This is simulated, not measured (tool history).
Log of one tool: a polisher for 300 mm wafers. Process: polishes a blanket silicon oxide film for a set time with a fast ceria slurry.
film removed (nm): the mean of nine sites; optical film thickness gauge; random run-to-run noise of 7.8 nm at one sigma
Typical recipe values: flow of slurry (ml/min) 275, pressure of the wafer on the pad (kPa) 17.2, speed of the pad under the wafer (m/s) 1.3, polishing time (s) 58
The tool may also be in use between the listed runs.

run,day,flow of slurry (ml/min),pressure of the wafer on the pad (kPa),speed of the pad under the wafer (m/s),polishing time (s),wafers since the last listed run,wafers polished on this pad,hours since the slurry nozzle was cleaned,hours since the head pressure was calibrated,"incoming thickness of the incoming film, nm",film removed (nm)
1,0,275,17.2,1.3,58,0,574,854.8,664.8,2927.7,1059.7
# day 0.233: worn pad replaced by a new one
2,0.258,275,17.2,1.3,58,18,4,861,671,2957.7,1072.4
3,0.696,275,17.2,1.3,58,87,92,871.5,681.5,2962.4,1065.1
4,1.417,275,17.2,1.3,58,144,237,888.8,698.8,2920,1071.1
5,1.738,275,17.2,1.3,58,64,301,896.5,706.5,2910.6,1062.3
6,2.304,275,17.2,1.3,58,113,415,910.1,720.1,2916.7,1066.9
# day 2.533: head pressure recalibrated
7,2.654,275,17.2,1.08,58,53,468,918.5,2.9,2884.4,879.1
# day 3.225: worn pad replaced by a new one
8,3.246,275,17.2,1.08,58,85,4,932.7,17.1,2955.4,892.7
# day 3.746: slurry nozzle cleaned
9,3.767,275,17.2,1.3,58,96,100,0.5,29.6,2929.2,1070
10,4.125,275,13.1,1.3,58,71,172,9.1,38.2,2929.7,863.7
11,4.525,180,15.9,0.84,49,80,252,18.7,47.8,2888.4,517
12,4.788,275,19.3,1.58,40,52,305,25,54.1,2884.7,985.9
13,5.3,330,23.4,1.02,47,102,408,37.3,66.4,2919.5,888.9
14,5.858,275,17.2,1.5,76,112,520,50.7,79.8,2855.4,1617.1
# day 6.196: worn pad replaced by a new one
15,6.467,220,22.8,1.3,58,88,54,65.3,94.4,2852.4,1304.7
16,6.862,275,17.2,1.3,58,79,133,74.8,103.9,2902.8,1069.8
17,7.404,300,15.2,1.16,58,108,242,87.8,116.9,2875.9,877.5
18,8.038,350,21.4,1.16,58,127,369,103,132.1,2864.1,1155.4

5 ways to go on from here, each from the tool as it stands after run 18. What would each give?
A,8.054,275,17.2,1.3,58,3,372,103.4,132.5,2962.4,?
B,8.054,335,21.4,1.08,58,3,372,103.4,132.5,2962.4,?
C,8.054,230,17.2,1.3,58,3,372,103.4,132.5,2962.4,?
D,8.054,275,17.2,1.5,58,3,372,103.4,132.5,2962.4,?
E,8.054,210,17.2,1.3,58,3,372,103.4,132.5,2962.4,?

run,film removed (nm)
A,1066.6
B,1071.4
C,1048.3
D,1230.7
E,1038.1
Take away the tool's hidden state, keep each run's random variation, and the runs would have read:
run,film removed (nm)
A,1066.6
B,1071.4
C,1048.3
D,1230.7
E,1038.1
